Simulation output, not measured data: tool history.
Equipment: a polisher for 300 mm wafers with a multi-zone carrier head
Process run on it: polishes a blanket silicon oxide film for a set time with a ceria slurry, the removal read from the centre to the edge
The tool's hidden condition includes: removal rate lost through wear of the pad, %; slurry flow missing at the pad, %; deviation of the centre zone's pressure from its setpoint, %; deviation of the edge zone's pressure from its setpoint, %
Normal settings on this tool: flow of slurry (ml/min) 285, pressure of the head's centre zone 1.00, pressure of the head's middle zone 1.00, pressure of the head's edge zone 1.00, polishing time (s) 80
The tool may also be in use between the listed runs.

| run | hour | flow of slurry (ml/min) | pressure of the head's centre zone | pressure of the head's middle zone | pressure of the head's edge zone | polishing time (s) | wafers since the last listed run | wafers polished on this pad | hours since the slurry nozzle was cleaned | hours since the centre zone pressure was calibrated | hours since the edge zone pressure was calibrated | hours since the carrier head's membrane was replaced | incoming thickness of the incoming film, nm | film removed at the wafer's centre (angstrom) | film removed at mid-radius (angstrom) | film removed at the wafer's edge (angstrom) |
|---|---|---|---|---|---|---|---|---|---|---|---|---|---|---|---|---|
| 1 | 0.0 | 285 | 0.97 | 1.00 | 1.00 | 80 | 0 | 655 | 381.1 | 800.3 | 394.3 | 1204.2 | 1784.7 | 4488 | 4955 | 4733 |
|  | 4.5 | worn pad replaced by a new one |
| 2 | 15.1 | 285 | 1.00 | 1.00 | 1.03 | 80 | 98 | 93 | 396.2 | 815.4 | 409.4 | 1219.3 | 1766.6 | 4562 | 5014 | 5036 |
| 3 | 28.3 | 285 | 1.00 | 1.00 | 1.03 | 80 | 116 | 210 | 409.4 | 828.6 | 422.6 | 1232.5 | 1778.1 | 4588 | 4865 | 4874 |
| 4 | 41.1 | 285 | 1.00 | 1.00 | 1.00 | 69 | 113 | 323 | 422.2 | 841.4 | 435.4 | 1245.3 | 1808.1 | 3955 | 4234 | 4137 |
| 5 | 56.2 | 285 | 1.00 | 1.00 | 1.00 | 80 | 133 | 456 | 437.3 | 856.5 | 450.5 | 1260.4 | 1782.9 | 4632 | 4933 | 4981 |
| 6 | 71.1 | 285 | 1.00 | 1.00 | 1.00 | 80 | 131 | 588 | 452.2 | 871.4 | 465.4 | 1275.3 | 1766.5 | 4513 | 4929 | 5031 |
|  | 81.4 | centre zone pressure recalibrated |
| 7 | 87.2 | 285 | 1.00 | 1.00 | 1.00 | 80 | 124 | 712 | 468.3 | 5.8 | 481.5 | 1291.4 | 1780.1 | 4950 | 4904 | 4827 |
| 8 | 99.0 | 285 | 1.00 | 1.00 | 1.00 | 80 | 104 | 817 | 480.1 | 17.6 | 493.3 | 1303.2 | 1772.5 | 4935 | 4952 | 4869 |
|  | 104.8 | worn pad replaced by a new one |
|  | 106.1 | edge zone pressure recalibrated |
| 9 | 107.3 | 320 | 1.09 | 1.00 | 1.00 | 80 | 26 | 10 | 488.4 | 25.9 | 1.2 | 1311.5 | 1750.6 | 5493 | 4967 | 4847 |
|  | 123.7 | carrier head's membrane replaced by a new one |
| 10 | 124.2 | 320 | 1.09 | 1.00 | 1.00 | 80 | 105 | 115 | 505.3 | 42.8 | 18.1 | 0.5 | 1751.9 | 5323 | 4998 | 4959 |
| 11 | 138.0 | 285 | 1.12 | 0.96 | 1.00 | 108 | 121 | 237 | 519.1 | 56.6 | 31.9 | 14.3 | 1794.9 | 7405 | 6408 | 6453 |
| 12 | 149.2 | 285 | 1.00 | 1.00 | 1.00 | 80 | 98 | 336 | 530.3 | 67.8 | 43.1 | 25.5 | 1760.6 | 4846 | 4962 | 4876 |
|  | 153.3 | slurry nozzle cleaned |
| 13 | 156.9 | 285 | 1.00 | 1.00 | 1.00 | 102 | 59 | 395 | 3.6 | 75.5 | 50.8 | 33.2 | 1761.1 | 6220 | 6332 | 6276 |
| 14 | 170.6 | 285 | 1.00 | 1.00 | 1.00 | 80 | 120 | 516 | 17.3 | 89.2 | 64.5 | 46.9 | 1783.3 | 4937 | 5020 | 4906 |
| 15 | 179.4 | 285 | 1.00 | 1.00 | 1.03 | 80 | 77 | 594 | 26.1 | 98.0 | 73.3 | 55.7 | 1761.9 | 4863 | 4899 | 4928 |
| 16 | 191.2 | 320 | 1.09 | 1.00 | 1.00 | 80 | 104 | 698 | 37.9 | 109.8 | 85.1 | 67.5 | 1760.4 | 5301 | 4935 | 4970 |
|  | 195.9 | worn pad replaced by a new one |
| 17 | 204.3 | 285 | 1.00 | 1.08 | 1.00 | 80 | 80 | 74 | 51.0 | 122.9 | 98.2 | 80.6 | 1790.6 | 4835 | 5240 | 4818 |
| 18 | 212.5 | 285 | 1.00 | 0.94 | 0.96 | 70 | 72 | 146 | 59.2 | 131.1 | 106.4 | 88.8 | 1738.9 | 4229 | 4116 | 4202 |
| 19 | 223.7 | 285 | 1.04 | 1.03 | 1.03 | 80 | 98 | 245 | 70.4 | 142.3 | 117.6 | 100.0 | 1735.6 | 4958 | 5022 | 4780 |
| 20 | 233.9 | 205 | 1.05 | 0.96 | 1.00 | 87 | 90 | 335 | 80.6 | 152.5 | 127.8 | 110.2 | 1741.6 | 5234 | 5016 | 5344 |
| 21 | 245.1 | 215 | 1.00 | 1.00 | 1.00 | 65 | 98 | 434 | 91.8 | 163.7 | 139.0 | 121.4 | 1741.2 | 3750 | 3910 | 3894 |

4 options for the next run, each taken on its own from the tool as it stands now. Forecast them:
| A | 245.5 | 285 | 0.96 | 1.00 | 1.00 | 80 | 3 | 438 | 92.2 | 164.1 | 139.4 | 121.8 | 1748.3 | ? | ? | ? |
| B | 245.5 | 285 | 1.00 | 1.00 | 1.09 | 80 | 3 | 438 | 92.2 | 164.1 | 139.4 | 121.8 | 1748.3 | ? | ? | ? |
| C | 245.5 | 285 | 1.00 | 1.12 | 1.00 | 80 | 3 | 438 | 92.2 | 164.1 | 139.4 | 121.8 | 1748.3 | ? | ? | ? |
| D | 245.5 | 285 | 1.07 | 0.93 | 1.00 | 106 | 3 | 438 | 92.2 | 164.1 | 139.4 | 121.8 | 1748.3 | ? | ? | ? |

| run | film removed at the wafer's centre (angstrom) | film removed at mid-radius (angstrom) | film removed at the wafer's edge (angstrom) |
|---|---|---|---|
| A | 4575 | 4934 | 4937 |
| B | 4737 | 4933 | 5131 |
| C | 4741 | 5433 | 4929 |
| D | 6648 | 6148 | 6547 |
The same runs, with their run-to-run variation unchanged, on a tool lacking any hidden condition would have given:
| run | film removed at the wafer's centre (angstrom) | film removed at mid-radius (angstrom) | film removed at the wafer's edge (angstrom) |
|---|---|---|---|
| A | 4855 | 4933 | 4937 |
| B | 5026 | 4931 | 5131 |
| C | 5030 | 5431 | 4929 |
| D | 7051 | 6146 | 6547 |
